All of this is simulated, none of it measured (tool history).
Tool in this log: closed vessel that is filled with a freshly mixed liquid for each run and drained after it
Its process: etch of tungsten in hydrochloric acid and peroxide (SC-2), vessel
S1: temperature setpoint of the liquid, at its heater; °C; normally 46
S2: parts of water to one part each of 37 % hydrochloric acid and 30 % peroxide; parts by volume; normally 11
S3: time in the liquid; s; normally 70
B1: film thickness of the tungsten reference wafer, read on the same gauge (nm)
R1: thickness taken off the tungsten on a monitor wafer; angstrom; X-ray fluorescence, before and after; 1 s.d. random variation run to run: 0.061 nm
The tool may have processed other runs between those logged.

run	hour	S1	S2	S3	B1	R1
1	0	42	11	70	70.01	79.3
2	13.5	46	11	70	70	104.2
3	44.9	46	11	70	69.99	104.3
4	58.6	46	11	70	70.01	103.9
5	83.5	46	11	70	70.01	104
6	109.7	46	11	70	70.02	104.3
7	122.9	46	11	70	69.99	103.4
8	157.5	46	15.5	70	70	76.9
9	176.2	46	13.5	70	70	86.9
10	209	46	13.5	70	70.01	87.4
11	239.4	46	13.5	70	69.99	86.3
12	271.5	46	11	45	69.98	66.8
# hour 273: chemicals flow meter replaced
13	295.9	46	13.5	70	70	86.1
14	378.1	46	11	70	70	103
# hour 410.3: new drum of peroxide connected
15	424.1	46	11	70	70.01	106.9
16	443.6	41	8	90	69.99	128.4
# hour 456.9: thermometer replaced
17	470.6	53	12.5	70	70.02	156
18	504.2	46	11	70	70.01	108.3
19	527.5	42	14	70	70	66.1
20	548.1	42.5	8	45	69.97	70.5
# hour 560.8: gauge calibrated
21	568	46	11	70	69.99	107.2
22	585.6	55	16	35	70.01	70.2
23	609.4	49	14	70	70	107.6
24	629.5	39.5	15	35	70	26
25	658.5	46	11	70	69.99	106.7
26	688.7	46	13.5	70	70.02	91
27	703.6	36.5	14	70	70.01	44.2
28	738	52.5	11	70	69.99	165.6
29	754.7	53	11	40	69.99	97.9
30	768.9	49	9.5	70	70.01	147.6

4 ways to go on from here, each from the tool as it stands after run 30. What would each give?
A	769.6	46	11	85	?	?
B	769.6	46	7	70	?	?
C	769.6	46	6	55	?	?
D	769.6	52	11	70	?	?

run	B1	R1
A	69.99	128.8
B	69.99	153.4
C	69.99	135.7
D	69.99	158.7
Without the tool's hidden state the same runs would have given:
run	R1
A	132.3
B	157.4
C	139.1
D	163

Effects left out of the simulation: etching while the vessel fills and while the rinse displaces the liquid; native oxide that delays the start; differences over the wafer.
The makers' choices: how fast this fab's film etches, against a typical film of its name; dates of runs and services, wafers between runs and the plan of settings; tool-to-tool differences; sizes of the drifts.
